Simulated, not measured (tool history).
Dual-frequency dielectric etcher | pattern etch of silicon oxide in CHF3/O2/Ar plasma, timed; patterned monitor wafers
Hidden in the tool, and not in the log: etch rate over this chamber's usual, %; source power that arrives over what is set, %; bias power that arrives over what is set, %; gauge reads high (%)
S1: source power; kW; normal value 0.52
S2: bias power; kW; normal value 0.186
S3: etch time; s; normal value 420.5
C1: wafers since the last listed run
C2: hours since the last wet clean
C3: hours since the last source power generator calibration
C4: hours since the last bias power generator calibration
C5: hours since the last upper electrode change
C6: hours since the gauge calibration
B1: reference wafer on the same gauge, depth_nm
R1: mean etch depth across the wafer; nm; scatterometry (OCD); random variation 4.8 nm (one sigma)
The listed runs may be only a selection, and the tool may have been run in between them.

Run 1, day 0: usual settings but S1 0.61 kW; C1 0; C2 298.7; C3 4382.2; C4 2781.7; C5 4381.6; C6 729; B1 624.9. Result: R1 841.5 nm.
At day 2.104: bias power generator calibrated.
At day 2.812: gauge calibrated.
Run 2, day 3.196: usual settings but S1 0.61 kW; C1 275; C2 375.4; C3 4458.9; C4 26.2; C5 4458.3; C6 9.2; B1 625.9. Result: R1 843.9 nm.
Run 3, day 4.388: usual settings but S1 0.61 kW; C1 108; C2 404; C3 4487.5; C4 54.8; C5 4486.9; C6 37.8; B1 625.3. Result: R1 852.1 nm.
Run 4, day 5.35: usual settings; C1 87; C2 427.1; C3 4510.6; C4 77.9; C5 4510; C6 60.9; B1 625. Result: R1 801.3 nm.
Run 5, day 6.708: usual settings; C1 123; C2 459.7; C3 4543.2; C4 110.5; C5 4542.6; C6 93.5; B1 624.2. Result: R1 802 nm.
Run 6, day 7.662: usual settings; C1 86; C2 482.6; C3 4566.1; C4 133.4; C5 4565.5; C6 116.4; B1 625. Result: R1 805.3 nm.
Run 7, day 8.554: usual settings but S2 0.165 kW; C1 81; C2 504; C3 4587.5; C4 154.8; C5 4586.9; C6 137.8; B1 624.3. Result: R1 787.4 nm.
At day 8.933: source power generator calibrated.
At day 11.238: upper electrode replaced.
Run 8, day 12.329: usual settings but S1 0.48 kW; C1 237; C2 594.6; C3 81.5; C4 245.4; C5 26.2; C6 228.4; B1 625.2. Result: R1 781.9 nm.
Run 9, day 13.279: usual settings; C1 86; C2 617.4; C3 104.3; C4 268.2; C5 49; C6 251.2; B1 625. Result: R1 816.9 nm.
Run 10, day 14.179: usual settings; C1 81; C2 639; C3 125.9; C4 289.8; C5 70.6; C6 272.8; B1 624.5. Result: R1 810.4 nm.
At day 16.171: wet clean of the chamber.
Run 11, day 16.192: usual settings but S1 0.41 kW, S3 512 s; C1 92; C2 0.5; C3 174.2; C4 338.1; C5 118.9; C6 321.1; B1 624.6. Result: R1 852.9 nm.
Run 12, day 16.746: usual settings; C1 50; C2 13.8; C3 187.5; C4 351.4; C5 132.2; C6 334.4; B1 626.3. Result: R1 780.7 nm.
Run 13, day 17.562: usual settings; C1 74; C2 33.4; C3 207.1; C4 371; C5 151.8; C6 354; B1 624.8. Result: R1 775.7 nm.
Run 14, day 18.533: usual settings; C1 88; C2 56.7; C3 230.4; C4 394.3; C5 175.1; C6 377.3; B1 625.4. Result: R1 778.8 nm.
Run 15, day 19.629: usual settings but S2 0.144 kW; C1 99; C2 83; C3 256.7; C4 420.6; C5 201.4; C6 403.6; B1 626.6. Result: R1 745.6 nm.
Run 16, day 20.871: usual settings but S1 0.62 kW, S2 0.17 kW; C1 112; C2 112.8; C3 286.5; C4 450.4; C5 231.2; C6 433.4; B1 625.4. Result: R1 817.3 nm.
Run 17, day 23.004: usual settings but S2 0.215 kW; C1 193; C2 164; C3 337.7; C4 501.6; C5 282.4; C6 484.6; B1 626.3. Result: R1 808.5 nm.
Run 18, day 24.175: usual settings but S1 0.64 kW, S3 357.5 s; C1 106; C2 192.1; C3 365.8; C4 529.7; C5 310.5; C6 512.7; B1 624.7. Result: R1 731 nm.
Run 19, day 24.917: usual settings; C1 67; C2 209.9; C3 383.6; C4 547.5; C5 328.3; C6 530.5; B1 625.2. Result: R1 787.9 nm.
Run 20, day 26.188: usual settings but S3 453 s; C1 115; C2 240.4; C3 414.1; C4 578; C5 358.8; C6 561; B1 625.4. Result: R1 848 nm.
Run 21, day 26.842: usual settings but S1 0.42 kW; C1 59; C2 256.1; C3 429.8; C4 593.7; C5 374.5; C6 576.7; B1 625.6. Result: R1 738.1 nm.
Run 22, day 27.454: usual settings but S1 0.64 kW, S2 0.223 kW, S3 519.5 s; C1 55; C2 270.8; C3 444.5; C4 608.4; C5 389.2; C6 591.4; B1 625.2. Result: R1 1100.7 nm.
Run 23, day 28.046: usual settings but S3 501.5 s; C1 53; C2 285; C3 458.7; C4 622.6; C5 403.4; C6 605.6; B1 625.1. Result: R1 945.8 nm.
At day 28.808: gauge calibrated.
Run 24, day 29.108: usual settings but S1 0.56 kW, S2 0.142 kW; C1 96; C2 310.5; C3 484.2; C4 648.1; C5 428.9; C6 7.2; B1 625. Result: R1 773.8 nm.
Run 25, day 29.975: usual settings but S2 0.213 kW; C1 78; C2 331.3; C3 505; C4 668.9; C5 449.7; C6 28; B1 624.6. Result: R1 819.7 nm.
Run 26, day 31.325: usual settings but S3 530.5 s; C1 122; C2 363.7; C3 537.4; C4 701.3; C5 482.1; C6 60.4; B1 624.4. Result: R1 1005.8 nm.
Run 27, day 31.883: usual settings but S1 0.46 kW, S2 0.167 kW, S3 476.5 s; C1 50; C2 377.1; C3 550.8; C4 714.7; C5 495.5; C6 73.8; B1 624.4. Result: R1 845.8 nm.
Run 28, day 32.942: usual settings but S1 0.61 kW; C1 96; C2 402.5; C3 576.2; C4 740.1; C5 520.9; C6 99.2; B1 624.9. Result: R1 856.3 nm.
Run 29, day 34.175: usual settings but S2 0.155 kW; C1 112; C2 432.1; C3 605.8; C4 769.7; C5 550.5; C6 128.8; B1 624.8. Result: R1 783.2 nm.
Run 30, day 35.133: usual settings; C1 87; C2 455.1; C3 628.8; C4 792.7; C5 573.5; C6 151.8; B1 625.1. Result: R1 802.6 nm.

Each row is a separate what-if for the run after 30, all from the same tool condition, not one after another. Results?
Run A, day 35.154: usual settings; C1 1; C2 455.6; C3 629.3; C4 793.2; C5 574; C6 152.3; B1 ?. Result: R1 ?.
Run B, day 35.154: usual settings but S1 0.48 kW, S2 0.163 kW, S3 319 s; C1 1; C2 455.6; C3 629.3; C4 793.2; C5 574; C6 152.3; B1 ?. Result: R1 ?.
Run C, day 35.154: usual settings but S1 0.57 kW, S2 0.201 kW, S3 335.5 s; C1 1; C2 455.6; C3 629.3; C4 793.2; C5 574; C6 152.3; B1 ?. Result: R1 ?.
Run D, day 35.154: usual settings but S1 0.43 kW, S2 0.173 kW, S3 510 s; C1 1; C2 455.6; C3 629.3; C4 793.2; C5 574; C6 152.3; B1 ?. Result: R1 ?.

run   B1     R1
  A  625  802.9
  B  625  577.8
  C  625  672.7
  D  625  893.8
Had the tool no hidden state, the same runs would have come out as:
run     R1
  A  770.4
  B  554.4
  C  645.5
  D  857.6

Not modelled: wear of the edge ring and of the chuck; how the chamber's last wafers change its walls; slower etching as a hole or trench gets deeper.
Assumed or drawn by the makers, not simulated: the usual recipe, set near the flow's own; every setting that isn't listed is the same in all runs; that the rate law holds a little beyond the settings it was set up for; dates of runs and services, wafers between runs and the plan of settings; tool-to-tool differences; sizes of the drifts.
